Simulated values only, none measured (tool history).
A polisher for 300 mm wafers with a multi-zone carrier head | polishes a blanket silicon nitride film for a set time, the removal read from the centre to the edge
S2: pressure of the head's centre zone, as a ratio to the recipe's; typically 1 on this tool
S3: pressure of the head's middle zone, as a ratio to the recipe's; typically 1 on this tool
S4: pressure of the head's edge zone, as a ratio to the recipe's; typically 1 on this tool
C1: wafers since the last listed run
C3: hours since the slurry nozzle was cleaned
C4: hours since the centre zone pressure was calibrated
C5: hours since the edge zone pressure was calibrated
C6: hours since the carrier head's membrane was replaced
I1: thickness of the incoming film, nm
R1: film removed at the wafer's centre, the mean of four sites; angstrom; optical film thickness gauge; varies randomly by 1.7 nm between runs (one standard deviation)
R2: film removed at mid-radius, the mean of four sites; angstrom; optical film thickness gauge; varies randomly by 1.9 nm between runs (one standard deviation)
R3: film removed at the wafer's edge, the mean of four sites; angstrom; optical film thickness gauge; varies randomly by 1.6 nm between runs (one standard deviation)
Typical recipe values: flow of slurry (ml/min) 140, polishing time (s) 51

Run 1, hour 0: usual settings but S4 0.88; C1 0; wafers polished on this pad 2859; C3 207.3; C4 260.4; C5 351.2; C6 14; I1 493.1. Result: R1 1514 angstrom, R2 1442 angstrom, R3 1380 angstrom.
Run 2, hour 58.8: usual settings; C1 542; wafers polished on this pad 3402; C3 266.1; C4 319.2; C5 410; C6 72.8; I1 482.7. Result: R1 1500 angstrom, R2 1440 angstrom, R3 1442 angstrom.
At hour 103.8: worn pad replaced by a new one.
Run 3, hour 119.1: usual settings; C1 519; wafers polished on this pad 141; C3 326.4; C4 379.5; C5 470.3; C6 133.1; I1 482.3. Result: R1 1514 angstrom, R2 1368 angstrom, R3 1442 angstrom.
Run 4, hour 176.1: usual settings but S4 1.07, polishing time (s) 36; C1 525; wafers polished on this pad 666; C3 383.4; C4 436.5; C5 527.3; C6 190.1; I1 490. Result: R1 1048 angstrom, R2 964 angstrom, R3 1051 angstrom.
Run 5, hour 244: usual settings but flow of slurry (ml/min) 155, S4 0.91; C1 626; wafers polished on this pad 1293; C3 451.3; C4 504.4; C5 595.2; C6 258; I1 484.2. Result: R1 1555 angstrom, R2 1407 angstrom, R3 1371 angstrom.
Run 6, hour 294.1: usual settings but S4 1.04; C1 462; wafers polished on this pad 1755; C3 501.4; C4 554.5; C5 645.3; C6 308.1; I1 488.2. Result: R1 1507 angstrom, R2 1318 angstrom, R3 1433 angstrom.
At hour 317.6: slurry nozzle cleaned.
At hour 324.1: centre zone pressure recalibrated.
Run 7, hour 324.6: usual settings but S2 1.11; C1 253; wafers polished on this pad 2009; C3 7; C4 0.5; C5 675.8; C6 338.6; I1 483.6. Result: R1 1688 angstrom, R2 1486 angstrom, R3 1471 angstrom.
Run 8, hour 366.9: usual settings but S3 1.09; C1 390; wafers polished on this pad 2399; C3 49.3; C4 42.8; C5 718.1; C6 380.9; I1 487.7. Result: R1 1533 angstrom, R2 1555 angstrom, R3 1478 angstrom.
Run 9, hour 405.3: usual settings but S4 1.08, polishing time (s) 39; C1 354; wafers polished on this pad 2753; C3 87.7; C4 81.2; C5 756.5; C6 419.3; I1 479.4. Result: R1 1157 angstrom, R2 1121 angstrom, R3 1157 angstrom.
Run 10, hour 468.2: usual settings but S2 0.89, S3 0.93, polishing time (s) 45; C1 580; wafers polished on this pad 3334; C3 150.6; C4 144.1; C5 819.4; C6 482.2; I1 494.3. Result: R1 1169 angstrom, R2 1180 angstrom, R3 1284 angstrom.
Run 11, hour 512.2: usual settings but S4 1.07; C1 405; wafers polished on this pad 3740; C3 194.6; C4 188.1; C5 863.4; C6 526.2; I1 491.7. Result: R1 1497 angstrom, R2 1428 angstrom, R3 1488 angstrom.
Run 12, hour 574.3: usual settings; C1 572; wafers polished on this pad 4312; C3 256.7; C4 250.2; C5 925.5; C6 588.3; I1 489.2. Result: R1 1471 angstrom, R2 1446 angstrom, R3 1431 angstrom.
Run 13, hour 603.5: usual settings but flow of slurry (ml/min) 115, S3 1.05; C1 269; wafers polished on this pad 4582; C3 285.9; C4 279.4; C5 954.7; C6 617.5; I1 484.4. Result: R1 1368 angstrom, R2 1395 angstrom, R3 1415 angstrom.
At hour 626.3: worn pad replaced by a new one.
Run 14, hour 661.5: usual settings but flow of slurry (ml/min) 180, S3 1.07; C1 498; wafers polished on this pad 324; C3 343.9; C4 337.4; C5 1012.7; C6 675.5; I1 490.8. Result: R1 1614 angstrom, R2 1596 angstrom, R3 1531 angstrom.
At hour 705.3: carrier head's membrane replaced by a new one.
Run 15, hour 713.6: usual settings but S3 0.96, S4 0.95, polishing time (s) 61; C1 434; wafers polished on this pad 759; C3 396; C4 389.5; C5 1064.8; C6 8.3; I1 489.1. Result: R1 1784 angstrom, R2 1616 angstrom, R3 1649 angstrom.
Run 16, hour 740: usual settings but S2 1.08, S4 0.95; C1 243; wafers polished on this pad 1002; C3 422.4; C4 415.9; C5 1091.2; C6 34.7; I1 486.1. Result: R1 1585 angstrom, R2 1376 angstrom, R3 1386 angstrom.
Run 17, hour 765.5: usual settings but flow of slurry (ml/min) 125, S2 0.94, S3 0.91, polishing time (s) 61; C1 235; wafers polished on this pad 1238; C3 447.9; C4 441.4; C5 1116.7; C6 60.2; I1 496.1. Result: R1 1560 angstrom, R2 1438 angstrom, R3 1638 angstrom.
Run 18, hour 792.1: usual settings but S4 0.92; C1 245; wafers polished on this pad 1483; C3 474.5; C4 468; C5 1143.3; C6 86.8; I1 493.1. Result: R1 1458 angstrom, R2 1356 angstrom, R3 1340 angstrom.
Run 19, hour 816.3: usual settings; C1 223; wafers polished on this pad 1706; C3 498.7; C4 492.2; C5 1167.5; C6 111; I1 491.7. Result: R1 1476 angstrom, R2 1350 angstrom, R3 1369 angstrom.
At hour 821.7: slurry nozzle cleaned.
Run 20, hour 857.7: usual settings; C1 372; wafers polished on this pad 2079; C3 36; C4 533.6; C5 1208.9; C6 152.4; I1 482.5. Result: R1 1618 angstrom, R2 1421 angstrom, R3 1469 angstrom.
Run 21, hour 900.3: usual settings but S2 0.93; C1 393; wafers polished on this pad 2472; C3 78.6; C4 576.2; C5 1251.5; C6 195; I1 485.9. Result: R1 1473 angstrom, R2 1436 angstrom, R3 1490 angstrom.

For each entry between runs, how does the tool's hidden state at the last listed run before it compare with that at the first listed run after it?
Between runs 2 and 3: worn pad replaced by a new one (hour 103.8)
  slurry flow missing at the pad, %: 14.8 -> 17.7; deviation of the centre zone's pressure from its setpoint, %: 2.48 -> 3.39
  the result without the hidden state subtracted from the measured one, R1: -31 -> -34 angstrom; R2: -58 -> -69 angstrom; R3: -41 -> -51 angstrom
Between runs 6 and 7: slurry nozzle cleaned (hour 317.6); centre zone pressure recalibrated (hour 324.1)
  slurry flow missing at the pad, %: 26.1 -> 3.45; deviation of the centre zone's pressure from its setpoint, %: 6.92 -> 0.403
  the result without the hidden state subtracted from the measured one, R1: -38 -> -8 angstrom; R2: -112 -> -12 angstrom; R3: -83 -> -9 angstrom
Between runs 13 and 14: worn pad replaced by a new one (hour 626.3)
  slurry flow missing at the pad, %: 16.8 -> 19.6; deviation of the centre zone's pressure from its setpoint, %: 2.09 -> 2.86
  the result without the hidden state subtracted from the measured one, R1: -62 -> -32 angstrom; R2: -82 -> -70 angstrom; R3: -56 -> -48 angstrom
Between runs 14 and 15: carrier head's membrane replaced by a new one (hour 705.3)
  slurry flow missing at the pad, %: 19.6 -> 22.1; deviation of the centre zone's pressure from its setpoint, %: 2.86 -> 3.68
  the result without the hidden state subtracted from the measured one, R1: -32 -> -68 angstrom; R2: -70 -> -109 angstrom; R3: -48 -> -76 angstrom
Between runs 19 and 20: slurry nozzle cleaned (hour 821.7)
  slurry flow missing at the pad, %: 27 -> 3.08; deviation of the centre zone's pressure from its setpoint, %: 5.63 -> 6.55
  the result without the hidden state subtracted from the measured one, R1: -63 -> +88 angstrom; R2: -121 -> -11 angstrom; R3: -83 -> -8 angstrom
